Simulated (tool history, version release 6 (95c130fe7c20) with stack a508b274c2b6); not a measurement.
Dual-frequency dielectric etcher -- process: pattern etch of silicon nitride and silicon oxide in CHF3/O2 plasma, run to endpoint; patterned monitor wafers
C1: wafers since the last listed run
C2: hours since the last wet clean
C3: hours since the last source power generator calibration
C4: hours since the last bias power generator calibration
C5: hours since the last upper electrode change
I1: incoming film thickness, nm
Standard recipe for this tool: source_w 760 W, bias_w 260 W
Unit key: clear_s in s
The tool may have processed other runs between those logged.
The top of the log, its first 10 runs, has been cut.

run 11 hour=561 | source_w=760 bias_w=260 | C1=188 C2=102.3 C3=1670.5 C4=2060.1 C5=1793.8 | I1=243.3 | clear_s=136.7
run 12 hour=630 | source_w=760 bias_w=260 | C1=351 C2=171.3 C3=1739.5 C4=2129.1 C5=1862.8 | I1=241.3 | clear_s=137.3
run 13 hour=662 | source_w=760 bias_w=260 | C1=162 C2=203.3 C3=1771.5 C4=2161.1 C5=1894.8 | I1=241.6 | clear_s=138.2
run 14 hour=708.3 | source_w=760 bias_w=260 | C1=235 C2=249.6 C3=1817.8 C4=2207.4 C5=1941.1 | I1=244.4 | clear_s=139.9
run 15 hour=742.2 | source_w=760 bias_w=260 | C1=172 C2=283.5 C3=1851.7 C4=2241.3 C5=1975 | I1=243.8 | clear_s=141.6
run 16 hour=772.6 | source_w=760 bias_w=300 | C1=154 C2=313.9 C3=1882.1 C4=2271.7 C5=2005.4 | I1=243.3 | clear_s=128.9
run 17 hour=828.2 | source_w=760 bias_w=308 | C1=282 C2=369.5 C3=1937.7 C4=2327.3 C5=2061 | I1=242.3 | clear_s=130.2
-- hour=850.6 bias power generator calibrated
run 18 hour=857.6 | source_w=760 bias_w=260 | C1=129 C2=398.9 C3=1967.1 C4=7 C5=2090.4 | I1=241.9 | clear_s=142.5
run 19 hour=901.6 | source_w=640 bias_w=260 | C1=223 C2=442.9 C3=2011.1 C4=51 C5=2134.4 | I1=244.7 | clear_s=151.5
-- hour=940.5 wet clean of the chamber
run 20 hour=964.3 | source_w=700 bias_w=196 | C1=196 C2=23.8 C3=2073.8 C4=113.7 C5=2197.1 | I1=244.8 | clear_s=161.7
-- hour=982.7 source power generator calibrated
run 21 hour=1023.7 | source_w=760 bias_w=260 | C1=281 C2=83.2 C3=41 C4=173.1 C5=2256.5 | I1=244.3 | clear_s=136.1
run 22 hour=1066.9 | source_w=760 bias_w=293 | C1=219 C2=126.4 C3=84.2 C4=216.3 C5=2299.7 | I1=242.9 | clear_s=128.5
run 23 hour=1120.6 | source_w=760 bias_w=321 | C1=273 C2=180.1 C3=137.9 C4=270 C5=2353.4 | I1=245 | clear_s=125.1
run 24 hour=1146.7 | source_w=760 bias_w=315 | C1=132 C2=206.2 C3=164 C4=296.1 C5=2379.5 | I1=241.8 | clear_s=126.9
-- hour=1188.7 upper electrode replaced, of another model than before
run 25 hour=1198.7 | source_w=760 bias_w=304 | C1=142 C2=258.2 C3=216 C4=348.1 C5=10 | I1=242.3 | clear_s=134.2
run 26 hour=1224.6 | source_w=900 bias_w=307 | C1=131 C2=284.1 C3=241.9 C4=374 C5=35.9 | I1=243.4 | clear_s=128.7
run 27 hour=1264.4 | source_w=760 bias_w=260 | C1=202 C2=323.9 C3=281.7 C4=413.8 C5=75.7 | I1=244.3 | clear_s=142.1
run 28 hour=1330.4 | source_w=760 bias_w=260 | C1=335 C2=389.9 C3=347.7 C4=479.8 C5=141.7 | I1=245 | clear_s=142.6
-- hour=1368.8 wet clean of the chamber
run 29 hour=1369.3 | source_w=590 bias_w=295 | C1=75 C2=0.5 C3=386.6 C4=518.7 C5=180.6 | I1=244.7 | clear_s=137.3
run 30 hour=1420 | source_w=660 bias_w=235 | C1=257 C2=51.2 C3=437.3 C4=569.4 C5=231.3 | I1=244 | clear_s=141.7

Predict the results of run 31:
run 31 hour=1456.8 | source_w=760 bias_w=260 | C1=187 C2=88 C3=474.1 C4=606.2 C5=268.1 | I1=243.5 | clear_s=?

{"run 31": {"clear_s": 136.1}}
Without the tool's hidden state the same run would have given clear_s 134.9 s.
